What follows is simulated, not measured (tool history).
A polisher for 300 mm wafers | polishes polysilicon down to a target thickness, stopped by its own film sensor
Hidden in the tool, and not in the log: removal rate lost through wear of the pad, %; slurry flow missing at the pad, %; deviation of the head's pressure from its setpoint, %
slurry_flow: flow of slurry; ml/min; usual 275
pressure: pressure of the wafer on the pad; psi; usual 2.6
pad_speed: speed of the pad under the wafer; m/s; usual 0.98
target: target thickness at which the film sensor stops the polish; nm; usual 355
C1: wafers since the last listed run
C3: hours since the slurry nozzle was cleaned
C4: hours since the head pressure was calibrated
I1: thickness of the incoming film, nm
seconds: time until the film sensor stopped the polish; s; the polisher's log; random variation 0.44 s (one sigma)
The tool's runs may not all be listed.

Run 1, day 0.000: usual settings; C1 0; wafers polished on this pad 78; C3 714.5; C4 853.8; I1 862.5. Result: seconds 75.8 s.
Run 2, day 0.388: usual settings; C1 67; wafers polished on this pad 146; C3 723.8; C4 863.1; I1 851.3. Result: seconds 73.5 s.
Run 3, day 0.892: usual settings but slurry_flow 320 ml/min; C1 88; wafers polished on this pad 234; C3 735.9; C4 875.2; I1 850.6. Result: seconds 72.0 s.
Run 4, day 1.529: usual settings but slurry_flow 320 ml/min; C1 111; wafers polished on this pad 346; C3 751.2; C4 890.5; I1 848.7. Result: seconds 71.6 s.
Run 5, day 2.221: usual settings but pressure 3.0 psi, target 419 nm; C1 120; wafers polished on this pad 467; C3 767.8; C4 907.1; I1 839.0. Result: seconds 54.0 s.
Run 6, day 2.971: usual settings but pressure 3.0 psi, target 419 nm; C1 131; wafers polished on this pad 598; C3 785.8; C4 925.1; I1 833.0. Result: seconds 53.0 s.
At day 3.700: worn pad replaced by a new one.
Run 7, day 3.721: usual settings but pressure 3.0 psi, target 419 nm; C1 102; wafers polished on this pad 3; C3 803.8; C4 943.1; I1 860.6. Result: seconds 56.7 s.
Run 8, day 4.292: usual settings; C1 99; wafers polished on this pad 103; C3 817.5; C4 956.8; I1 844.5. Result: seconds 72.2 s.
Run 9, day 4.900: usual settings; C1 106; wafers polished on this pad 209; C3 832.1; C4 971.4; I1 846.2. Result: seconds 72.2 s.
At day 5.304: head pressure recalibrated.
Run 10, day 5.454: usual settings but pressure 3.1 psi, pad_speed 1.20 m/s; C1 82; wafers polished on this pad 292; C3 845.4; C4 3.6; I1 849.1. Result: seconds 58.8 s.

Forecast run 11:
Run 11, day 6.196: usual settings but slurry_flow 210 ml/min; C1 129; wafers polished on this pad 421; C3 863.2; C4 21.4; I1 852.3. Result: seconds ?.

Run 11 gave seconds 89.4 s.
Without the tool's hidden state the same run would have given seconds 79.5 s.

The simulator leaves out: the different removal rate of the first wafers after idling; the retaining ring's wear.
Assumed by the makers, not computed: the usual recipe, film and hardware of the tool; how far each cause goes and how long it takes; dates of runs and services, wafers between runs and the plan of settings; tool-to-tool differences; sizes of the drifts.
